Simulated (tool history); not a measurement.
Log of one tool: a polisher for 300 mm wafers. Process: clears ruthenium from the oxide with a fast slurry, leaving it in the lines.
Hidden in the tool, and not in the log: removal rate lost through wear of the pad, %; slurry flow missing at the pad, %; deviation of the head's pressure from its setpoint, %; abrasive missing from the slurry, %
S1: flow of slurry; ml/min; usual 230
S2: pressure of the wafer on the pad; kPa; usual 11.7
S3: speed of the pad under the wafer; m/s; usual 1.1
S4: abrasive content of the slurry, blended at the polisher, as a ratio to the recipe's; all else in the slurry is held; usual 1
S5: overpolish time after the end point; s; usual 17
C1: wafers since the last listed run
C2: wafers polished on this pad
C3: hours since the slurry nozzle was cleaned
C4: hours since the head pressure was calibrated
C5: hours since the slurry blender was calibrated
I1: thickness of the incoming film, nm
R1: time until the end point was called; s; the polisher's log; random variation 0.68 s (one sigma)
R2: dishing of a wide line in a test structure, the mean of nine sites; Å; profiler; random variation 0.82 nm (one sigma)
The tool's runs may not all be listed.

run 1 hour=0 | S1=230 S2=11.7 S3=1.1 S4=1 S5=17 | C1=0 C2=661 C3=191 C4=317 C5=271.9 | I1=199.9 | R1=68 R2=351
-- hour=23.2 head pressure recalibrated
-- hour=83.7 slurry blender recalibrated
run 2 hour=84.6 | S1=230 S2=11.7 S3=1.1 S4=1 S5=17 | C1=733 C2=1395 C3=275.6 C4=61.4 C5=0.9 | I1=199.1 | R1=60 R2=393
run 3 hour=163.7 | S1=230 S2=11.7 S3=1.1 S4=1 S5=17 | C1=720 C2=2115 C3=354.7 C4=140.5 C5=80 | I1=202.2 | R1=63.7 R2=371
run 4 hour=221.5 | S1=230 S2=11.7 S3=1.22 S4=1 S5=17 | C1=526 C2=2642 C3=412.5 C4=198.3 C5=137.8 | I1=198.6 | R1=59.3 R2=399
-- hour=302.4 worn pad replaced by a new one
run 5 hour=302.9 | S1=230 S2=11.7 S3=1.22 S4=1 S5=17 | C1=704 C2=4 C3=493.9 C4=279.7 C5=219.2 | I1=203 | R1=61.3 R2=391
run 6 hour=385.5 | S1=230 S2=11.7 S3=1.22 S4=1 S5=17 | C1=752 C2=757 C3=576.5 C4=362.3 C5=301.8 | I1=204 | R1=63.1 R2=364
-- hour=419.8 head pressure recalibrated
-- hour=440.6 slurry blender recalibrated
run 7 hour=492.9 | S1=230 S2=11.7 S3=1.1 S4=1.15 S5=21 | C1=941 C2=1698 C3=683.9 C4=73.1 C5=52.3 | I1=200.6 | R1=57.6 R2=468
run 8 hour=535.7 | S1=230 S2=11.7 S3=1.1 S4=1.15 S5=21 | C1=389 C2=2088 C3=726.7 C4=115.9 C5=95.1 | I1=201 | R1=58.8 R2=474
-- hour=569.7 slurry nozzle cleaned
run 9 hour=593.2 | S1=230 S2=11.7 S3=1.1 S4=1.15 S5=21 | C1=514 C2=2602 C3=23.5 C4=173.4 C5=152.6 | I1=196.9 | R1=57.5 R2=464
-- hour=642.4 worn pad replaced by a new one
run 10 hour=646.4 | S1=230 S2=11.7 S3=1.1 S4=1 S5=17 | C1=447 C2=36 C3=76.7 C4=226.6 C5=205.8 | I1=199 | R1=65.8 R2=368
run 11 hour=710.6 | S1=230 S2=11.7 S3=1.1 S4=1 S5=17 | C1=584 C2=621 C3=140.9 C4=290.8 C5=270 | I1=199 | R1=67.3 R2=348
run 12 hour=766 | S1=230 S2=11.7 S3=1.1 S4=1 S5=17 | C1=504 C2=1125 C3=196.3 C4=346.2 C5=325.4 | I1=201.9 | R1=68.7 R2=347
-- hour=788.3 head pressure recalibrated
-- hour=840 slurry blender recalibrated
run 13 hour=1025.9 | S1=230 S2=11.7 S3=1.1 S4=1 S5=17 | C1=2330 C2=3455 C3=456.2 C4=237.6 C5=185.9 | I1=197.9 | R1=64.2 R2=359
-- hour=1050.3 worn pad replaced by a new one
run 14 hour=1191.4 | S1=230 S2=11.7 S3=1.1 S4=0.85 S5=9 | C1=1470 C2=1284 C3=621.7 C4=403.1 C5=351.4 | I1=200.2 | R1=81 R2=175

Forecast run 15:
-- hour=1201.1 head pressure recalibrated
-- hour=1227.5 slurry blender recalibrated
run 15 hour=1242.9 | S1=230 S2=11.7 S3=1.1 S4=1 S5=17 | C1=432 C2=1717 C3=673.2 C4=41.8 C5=15.4 | I1=200.1 | R1=? R2=?

{"run 15": {"R1": 61.6, "R2": 360}}
Without the tool's hidden state the same run would have given R1 60.2 s, R2 367 Å.

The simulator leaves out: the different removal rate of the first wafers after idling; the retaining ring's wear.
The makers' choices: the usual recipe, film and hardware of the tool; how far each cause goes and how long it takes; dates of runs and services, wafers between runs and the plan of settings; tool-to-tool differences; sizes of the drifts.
